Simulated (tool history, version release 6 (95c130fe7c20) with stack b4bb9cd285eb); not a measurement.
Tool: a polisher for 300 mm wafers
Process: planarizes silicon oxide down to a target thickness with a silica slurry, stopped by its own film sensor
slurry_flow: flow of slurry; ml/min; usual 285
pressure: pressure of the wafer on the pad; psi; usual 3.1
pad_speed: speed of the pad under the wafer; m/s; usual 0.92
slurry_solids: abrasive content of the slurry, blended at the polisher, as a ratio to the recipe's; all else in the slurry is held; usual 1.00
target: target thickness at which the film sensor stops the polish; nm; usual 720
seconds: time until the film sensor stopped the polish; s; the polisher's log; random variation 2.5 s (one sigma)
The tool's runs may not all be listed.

run	hour	slurry_flow	pressure	pad_speed	slurry_solids	target	incoming thickness of the incoming film, nm	seconds
1	0.0	285	3.8	0.92	1.00	720	1008.1	122.8
# hour 51.7: conditioning disc replaced and pad reconditioned
2	71.0	285	3.8	0.92	1.00	720	1014.4	124.2
# hour 83.1: slurry blender recalibrated
# hour 94.9: slurry nozzle cleaned
# hour 96.3: head pressure recalibrated
3	117.6	285	3.1	0.92	1.00	720	1032.4	159.2
# hour 153.4: worn pad replaced by a new one, repeated, since the last time left the tool worse
4	187.0	285	3.1	0.92	1.00	720	1026.0	130.8
5	215.0	285	3.1	0.92	1.00	720	1038.4	139.1
6	255.5	265	3.1	0.92	1.00	720	1023.9	131.9
7	302.6	285	3.1	0.92	1.00	785	1015.9	100.7
8	338.4	285	2.5	0.68	0.90	720	1032.1	201.9
9	381.4	285	3.1	0.70	1.00	815	1020.8	105.2
# hour 420.7: slurry blender recalibrated
# hour 422.6: conditioning disc replaced and pad reconditioned
# hour 429.8: slurry nozzle cleaned
10	436.2	285	3.1	0.92	1.10	720	1000.7	120.7
# hour 443.6: head pressure recalibrated
# hour 465.6: worn pad replaced by a new one
11	481.3	285	3.1	0.92	1.00	720	1033.2	133.2
12	528.9	285	3.1	0.92	1.20	629	1025.5	158.6
13	578.1	285	3.1	0.92	1.00	720	1011.3	129.1
14	637.2	285	2.4	1.18	0.80	667	1026.6	172.1
15	665.0	285	2.0	0.92	1.00	720	1002.6	169.9
16	695.5	285	3.5	0.92	1.00	720	1025.7	119.3
# hour 745.1: conditioning disc replaced and pad reconditioned
# hour 755.1: head pressure recalibrated
# hour 760.2: slurry blender recalibrated
17	763.6	315	3.4	0.82	1.00	805	1009.9	90.3

Forecast run 18:
# hour 782.1: slurry nozzle cleaned
# hour 783.6: worn pad replaced by a new one
18	789.7	285	4.0	0.92	0.85	720	1022.8	?

seconds: 112.3 s
Without the tool's hidden state the same run would have given seconds 111.5 s.
